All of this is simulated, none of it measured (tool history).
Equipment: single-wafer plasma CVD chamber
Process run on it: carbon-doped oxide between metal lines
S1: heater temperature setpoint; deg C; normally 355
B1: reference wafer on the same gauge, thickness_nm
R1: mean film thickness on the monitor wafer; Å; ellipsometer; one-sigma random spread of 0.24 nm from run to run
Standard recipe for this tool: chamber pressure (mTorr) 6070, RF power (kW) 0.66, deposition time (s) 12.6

{"run": 1, "hour": 0.0, "S1": 355, "chamber pressure (mTorr)": 6070, "RF power (kW)": 0.66, "deposition time (s)": 12.6, "B1": 84.485, "R1": 820.59}
{"run": 2, "hour": 88.8, "S1": 355, "chamber pressure (mTorr)": 7010, "RF power (kW)": 0.66, "deposition time (s)": 12.6, "B1": 84.502, "R1": 831}
{"run": 3, "hour": 148.4, "S1": 355, "chamber pressure (mTorr)": 7010, "RF power (kW)": 0.66, "deposition time (s)": 12.6, "B1": 84.427, "R1": 832.96}
{"run": 4, "hour": 205.8, "S1": 355, "chamber pressure (mTorr)": 7010, "RF power (kW)": 0.66, "deposition time (s)": 12.6, "B1": 84.513, "R1": 833.82}
{"run": 5, "hour": 254.4, "S1": 355, "chamber pressure (mTorr)": 6070, "RF power (kW)": 0.66, "deposition time (s)": 12.6, "B1": 84.41, "R1": 823.21}
{"run": 6, "hour": 348.2, "S1": 355, "chamber pressure (mTorr)": 6070, "RF power (kW)": 0.66, "deposition time (s)": 12.6, "B1": 84.496, "R1": 822.81}
{"hour": 355.0, "done": "gauge calibrated"}
{"hour": 399.1, "done": "thermocouple changed; heater temperature recalibrated"}
{"run": 7, "hour": 399.6, "S1": 355, "chamber pressure (mTorr)": 6070, "RF power (kW)": 0.66, "deposition time (s)": 12.6, "B1": 84.545, "R1": 811.3}
{"run": 8, "hour": 485.2, "S1": 355, "chamber pressure (mTorr)": 6070, "RF power (kW)": 0.66, "deposition time (s)": 12.6, "B1": 84.451, "R1": 811.46}
{"run": 9, "hour": 577.7, "S1": 355, "chamber pressure (mTorr)": 6070, "RF power (kW)": 0.66, "deposition time (s)": 12.6, "B1": 84.507, "R1": 810.42}
{"run": 10, "hour": 650.0, "S1": 349, "chamber pressure (mTorr)": 6070, "RF power (kW)": 0.62, "deposition time (s)": 12.6, "B1": 84.497, "R1": 787.04}
{"run": 11, "hour": 701.2, "S1": 355, "chamber pressure (mTorr)": 6070, "RF power (kW)": 0.66, "deposition time (s)": 12.6, "B1": 84.485, "R1": 811.61}
{"run": 12, "hour": 774.0, "S1": 368, "chamber pressure (mTorr)": 6070, "RF power (kW)": 0.62, "deposition time (s)": 10.2, "B1": 84.567, "R1": 614.25}
{"hour": 823.8, "done": "showerhead replaced"}
{"run": 13, "hour": 844.6, "S1": 355, "chamber pressure (mTorr)": 6070, "RF power (kW)": 0.66, "deposition time (s)": 12.6, "B1": 84.455, "R1": 807.48}
{"run": 14, "hour": 891.1, "S1": 360, "chamber pressure (mTorr)": 6070, "RF power (kW)": 0.56, "deposition time (s)": 12.6, "B1": 84.522, "R1": 728.86}
{"run": 15, "hour": 953.9, "S1": 355, "chamber pressure (mTorr)": 5300, "RF power (kW)": 0.54, "deposition time (s)": 12.6, "B1": 84.539, "R1": 707.86}
{"run": 16, "hour": 1155.9, "S1": 355, "chamber pressure (mTorr)": 5050, "RF power (kW)": 0.66, "deposition time (s)": 12.6, "B1": 84.508, "R1": 794.81}
{"hour": 1171.9, "done": "capacitance manometer re-zeroed and calibrated"}
{"run": 17, "hour": 1220.0, "S1": 355, "chamber pressure (mTorr)": 6070, "RF power (kW)": 0.66, "deposition time (s)": 12.6, "B1": 84.513, "R1": 805.19}
{"hour": 1250.7, "done": "RF generator calibrated"}
{"run": 18, "hour": 1267.5, "S1": 355, "chamber pressure (mTorr)": 6070, "RF power (kW)": 0.66, "deposition time (s)": 12.6, "B1": 84.467, "R1": 824.65}
{"run": 19, "hour": 1318.9, "S1": 369, "chamber pressure (mTorr)": 6950, "RF power (kW)": 0.545, "deposition time (s)": 12.6, "B1": 84.517, "R1": 728.09}
{"run": 20, "hour": 1425.5, "S1": 364, "chamber pressure (mTorr)": 7550, "RF power (kW)": 0.66, "deposition time (s)": 12.6, "B1": 84.517, "R1": 823.54}
{"run": 21, "hour": 1479.0, "S1": 355, "chamber pressure (mTorr)": 6070, "RF power (kW)": 0.66, "deposition time (s)": 12.6, "B1": 84.551, "R1": 825.95}
{"run": 22, "hour": 1516.2, "S1": 348, "chamber pressure (mTorr)": 6500, "RF power (kW)": 0.66, "deposition time (s)": 12.6, "B1": 84.499, "R1": 847.6}
{"run": 23, "hour": 1584.2, "S1": 341, "chamber pressure (mTorr)": 6070, "RF power (kW)": 0.66, "deposition time (s)": 14.6, "B1": 84.528, "R1": 996.64}
{"run": 24, "hour": 1669.7, "S1": 366, "chamber pressure (mTorr)": 7260, "RF power (kW)": 0.56, "deposition time (s)": 14.6, "B1": 84.486, "R1": 858.78}
{"run": 25, "hour": 1747.5, "S1": 346, "chamber pressure (mTorr)": 7060, "RF power (kW)": 0.725, "deposition time (s)": 11.5, "B1": 84.477, "R1": 825.69}
{"run": 26, "hour": 1830.2, "S1": 364, "chamber pressure (mTorr)": 7550, "RF power (kW)": 0.66, "deposition time (s)": 12.6, "B1": 84.509, "R1": 814.27}
{"run": 27, "hour": 1910.9, "S1": 355, "chamber pressure (mTorr)": 6070, "RF power (kW)": 0.66, "deposition time (s)": 12.6, "B1": 84.501, "R1": 823.41}

Alternative continuations, all from the tool just after run 27; predict every row:
{"run": "A", "hour": 1911.3, "S1": 355, "chamber pressure (mTorr)": 6070, "RF power (kW)": 0.66, "deposition time (s)": 12.6, "B1": "?", "R1": "?"}
{"run": "B", "hour": 1911.3, "S1": 364, "chamber pressure (mTorr)": 5620, "RF power (kW)": 0.755, "deposition time (s)": 10.4, "B1": "?", "R1": "?"}
{"run": "C", "hour": 1911.3, "S1": 355, "chamber pressure (mTorr)": 6070, "RF power (kW)": 0.53, "deposition time (s)": 11.4, "B1": "?", "R1": "?"}
{"run": "D", "hour": 1911.3, "S1": 341, "chamber pressure (mTorr)": 6070, "RF power (kW)": 0.66, "deposition time (s)": 12.6, "B1": "?", "R1": "?"}
{"run": "E", "hour": 1911.3, "S1": 345, "chamber pressure (mTorr)": 7090, "RF power (kW)": 0.53, "deposition time (s)": 14.3, "B1": "?", "R1": "?"}

run=A B1=84.49 R1=824.76
run=B B1=84.49 R1=716.89
run=C B1=84.49 R1=657.68
run=D B1=84.49 R1=856.06
run=E B1=84.49 R1=853.45
The same runs, with their run-to-run variation unchanged, on a tool lacking any hidden condition would have given:
run=A R1=822.41
run=B R1=715.44
run=C R1=656.12
run=D R1=851.99
run=E R1=850.3
